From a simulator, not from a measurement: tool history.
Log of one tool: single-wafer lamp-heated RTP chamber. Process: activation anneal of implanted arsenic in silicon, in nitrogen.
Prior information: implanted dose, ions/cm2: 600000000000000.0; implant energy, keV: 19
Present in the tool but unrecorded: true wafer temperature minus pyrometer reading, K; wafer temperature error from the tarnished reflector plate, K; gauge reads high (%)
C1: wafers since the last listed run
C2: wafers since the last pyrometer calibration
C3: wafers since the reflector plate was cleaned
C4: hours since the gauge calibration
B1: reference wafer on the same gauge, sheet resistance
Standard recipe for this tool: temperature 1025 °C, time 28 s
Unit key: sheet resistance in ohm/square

run 1 hour=0.0 | temperature=1025 time=28 | C1=0 C2=4054 C3=5091 C4=35.1 | B1=205.02 | sheet_resistance=179.93
run 2 hour=17.5 | temperature=1025 time=28 | C1=203 C2=4257 C3=5294 C4=52.6 | B1=204.97 | sheet_resistance=179.75
run 3 hour=24.8 | temperature=1025 time=28 | C1=84 C2=4342 C3=5379 C4=59.9 | B1=204.94 | sheet_resistance=179.42
run 4 hour=41.8 | temperature=1025 time=28 | C1=197 C2=4540 C3=5577 C4=76.9 | B1=205.00 | sheet_resistance=179.64
run 5 hour=58.9 | temperature=1025 time=28 | C1=198 C2=4739 C3=5776 C4=94.0 | B1=204.96 | sheet_resistance=179.45
run 6 hour=67.3 | temperature=1025 time=28 | C1=97 C2=4836 C3=5873 C4=102.4 | B1=204.95 | sheet_resistance=179.66
run 7 hour=76.4 | temperature=1025 time=28 | C1=105 C2=4942 C3=5979 C4=111.5 | B1=204.98 | sheet_resistance=179.62
run 8 hour=89.2 | temperature=1025 time=40 | C1=148 C2=5091 C3=6128 C4=124.3 | B1=205.05 | sheet_resistance=176.07
run 9 hour=101.9 | temperature=1025 time=40 | C1=147 C2=5239 C3=6276 C4=137.0 | B1=204.96 | sheet_resistance=176.08
run 10 hour=113.2 | temperature=1018 time=28 | C1=131 C2=5370 C3=6407 C4=148.3 | B1=204.98 | sheet_resistance=180.44
run 11 hour=129.5 | temperature=1025 time=28 | C1=189 C2=5560 C3=6597 C4=164.6 | B1=204.90 | sheet_resistance=178.99
-- hour=134.8 gauge calibrated
run 12 hour=135.8 | temperature=1048 time=18 | C1=73 C2=5633 C3=6670 C4=1.0 | B1=205.10 | sheet_resistance=178.75
run 13 hour=152.0 | temperature=1025 time=40 | C1=188 C2=5821 C3=6858 C4=17.2 | B1=205.04 | sheet_resistance=176.20
run 14 hour=166.9 | temperature=1025 time=23 | C1=173 C2=5995 C3=7032 C4=32.1 | B1=204.93 | sheet_resistance=181.69
-- hour=184.7 reflector plate cleaned
-- hour=215.7 pyrometer window cleaned and pyrometer calibrated
run 15 hour=216.2 | temperature=1007 time=35 | C1=387 C2=5 C3=273 C4=81.4 | B1=205.01 | sheet_resistance=183.53
run 16 hour=222.6 | temperature=1025 time=23 | C1=74 C2=79 C3=347 C4=87.8 | B1=204.90 | sheet_resistance=184.25
run 17 hour=231.6 | temperature=1012 time=37 | C1=104 C2=184 C3=452 C4=96.8 | B1=204.94 | sheet_resistance=182.57
run 18 hour=245.2 | temperature=1025 time=23 | C1=158 C2=342 C3=610 C4=110.4 | B1=204.96 | sheet_resistance=184.03
run 19 hour=259.8 | temperature=1002 time=33 | C1=169 C2=512 C3=780 C4=125.0 | B1=204.97 | sheet_resistance=185.31
run 20 hour=268.8 | temperature=1008 time=43 | C1=104 C2=617 C3=884 C4=134.0 | B1=204.98 | sheet_resistance=181.61
run 21 hour=281.7 | temperature=1025 time=28 | C1=150 C2=767 C3=1034 C4=146.9 | B1=205.01 | sheet_resistance=181.66
run 22 hour=294.2 | temperature=1033 time=21 | C1=145 C2=912 C3=1180 C4=159.4 | B1=205.03 | sheet_resistance=182.96
run 23 hour=311.6 | temperature=1008 time=21 | C1=202 C2=1115 C3=1382 C4=176.8 | B1=204.92 | sheet_resistance=187.39

Pick out some run-to-run changes in sheet resistance. Of each, how much would a tool without hidden state show as well, from the settings, what came in and chance, and how much is left for the hidden state and any gauge scatter not in both results compared?
Run 13 -> 14: time 40 -> 23. sheet resistance +5.49 ohm/square: hidden state +0.26, all else +5.23.
Run 14 -> 15: temperature 1025 -> 1007, time 23 -> 35, reflector plate cleaned, pyrometer window cleaned and pyrometer calibrated. sheet resistance +1.84 ohm/square: hidden state +2.83, all else -0.99.
Run 22 -> 23: temperature 1033 -> 1008. sheet resistance +4.43 ohm/square: hidden state -0.02, all else +4.45.
